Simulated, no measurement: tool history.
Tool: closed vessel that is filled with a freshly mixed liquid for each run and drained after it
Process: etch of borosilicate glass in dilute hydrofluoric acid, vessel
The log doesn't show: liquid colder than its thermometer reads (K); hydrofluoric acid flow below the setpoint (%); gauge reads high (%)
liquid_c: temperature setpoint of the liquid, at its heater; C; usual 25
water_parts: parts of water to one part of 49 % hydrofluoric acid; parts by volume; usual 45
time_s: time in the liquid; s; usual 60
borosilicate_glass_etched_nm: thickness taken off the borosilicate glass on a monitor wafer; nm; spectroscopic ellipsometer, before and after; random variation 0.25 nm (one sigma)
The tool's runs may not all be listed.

run    hour  liquid_c  water_parts  time_s  wafers since the last listed run  hours since the thermometer was replaced  hours since the hydrofluoric acid flow meter was replaced  hours since the gauge calibration  read-back film thickness of the borosilicate glass reference wafer, read on the same gauge (nm)  borosilicate_glass_etched_nm
  1       0        25           45      60                                 0                                     611.5                                                      180.2                             2576.7                                                                                            40.02                         28.63
  2    40.3        25           45      60                              6069                                     651.8                                                      220.5                               2617                                                                                               40                         28.68
  3    69.5        25           45      60                              4397                                       681                                                      249.7                             2646.2                                                                                            39.96                         28.18
  4   108.6        25           45      60                              5888                                     720.1                                                      288.8                             2685.3                                                                                            40.01                         28.06
  5   153.6        25           45      60                              6776                                     765.1                                                      333.8                             2730.3                                                                                            39.99                         27.89
      187.6  -- gauge calibrated
  6   196.4        25           45      60                              6445                                     807.9                                                      376.6                                8.8                                                                                            40.01                         27.45
  7   252.9        25           45      60                              8508                                     864.4                                                      433.1                               65.3                                                                                            39.98                         27.59
  8   305.6        25           45      60                              7936                                     917.1                                                      485.8                                118                                                                                               40                         27.63
  9   359.8        25           45      60                              8162                                     971.3                                                        540                              172.2                                                                                            39.99                         27.06
 10   392.1        25           45      60                              4864                                    1003.6                                                      572.3                              204.5                                                                                               40                         27.13
 11   457.6        25           25      35                              9864                                    1069.1                                                      637.8                                270                                                                                            40.04                         29.45
      519.3  -- hydrofluoric acid flow meter replaced
 12     527        25           45      60                             10300                                    1138.5                                                        7.7                              339.4                                                                                            40.04                         29.87
 13   559.9        25           45      60                              4954                                    1171.4                                                       40.6                              372.3                                                                                            40.02                         29.05
 14   594.1        25           45      30                              5150                                    1205.6                                                       74.8                              406.5                                                                                            40.01                         14.49
 15   626.7      23.5           65      30                              4909                                    1238.2                                                      107.4                              439.1                                                                                            40.02                          9.22
        671  -- thermometer replaced
 16   691.1        29           50      80                              9547                                      20.1                                                      171.8                              503.5                                                                                            39.99                         40.46
 17   750.4      20.5           45      60                              8930                                      79.4                                                      231.1                              562.8                                                                                               40                         23.45
 18   831.2        25           45      60                             12168                                     160.2                                                      311.9                              643.6                                                                                            39.98                            28
 19   887.4      23.5           45      70                              8463                                     216.4                                                      368.1                              699.8                                                                                               40                         30.74
 20     933        25           30      60                              6867                                       262                                                      413.7                              745.4                                                                                            40.01                         42.74
 21   972.6      23.5           45      60                              5963                                     301.6                                                      453.3                                785                                                                                            39.99                         26.12
 22  1041.1      27.5           45      60                             10316                                     370.1                                                      521.8                              853.5                                                                                            39.99                          29.8
 23  1077.1        23           45      90                              5421                                     406.1                                                      557.8                              889.5                                                                                               40                         37.91
 24  1129.6        29           45      60                              7906                                     458.6                                                      610.3                                942                                                                                               40                         31.36
 25  1159.4      28.5           65      30                              4487                                     488.4                                                      640.1                              971.8                                                                                            39.98                         10.51
 26  1196.7        29           60      30                              5617                                     525.7                                                      677.4                             1009.1                                                                                            39.99                         11.38
     1218.5  -- hydrofluoric acid flow meter replaced
 27  1257.9        29           45      85                              9066                                     586.9                                                       39.4                             1070.3                                                                                            40.03                         48.61
 28  1286.3        25           45      80                              4277                                     615.3                                                       67.8                             1098.7                                                                                            39.96                         38.84
 29  1326.3        25           45      60                              6023                                     655.3                                                      107.8                             1138.7                                                                                            39.98                         28.64
 30  1392.8      28.5           45      60                             10014                                     721.8                                                      174.3                             1205.2                                                                                            39.99                         33.08
 31  1456.4        25           45      60                              9578                                     785.4                                                      237.9                             1268.8                                                                                            40.02                            29
 32  1492.3        25           25      60                              5406                                     821.3                                                      273.8                             1304.7                                                                                               40                         51.95

Forecast each of these 5 alternatives for the next run:
  A  1493      26.5           45      60                               105                                       822                                                      274.5                             1305.4                                                                                                ?                             ?
  B  1493        23           50      30                               105                                       822                                                      274.5                             1305.4                                                                                                ?                             ?
  C  1493        29           60      35                               105                                       822                                                      274.5                             1305.4                                                                                                ?                             ?
  D  1493        25           35      60                               105                                       822                                                      274.5                             1305.4                                                                                                ?                             ?
  E  1493      23.5           35      85                               105                                       822                                                      274.5                             1305.4                                                                                                ?                             ?

run  read-back film thickness of the borosilicate glass reference wafer, read on the same gauge (nm)  borosilicate_glass_etched_nm
  A                                                                                               40                         30.02
  B                                                                                               40                         11.62
  C                                                                                               40                         14.18
  D                                                                                               40                         36.83
  E                                                                                               40                         49.03
Without the tool's hidden state the same runs would have given:
run  borosilicate_glass_etched_nm
  A                         31.38
  B                         12.15
  C                         14.84
  D                         38.48
  E                         51.22
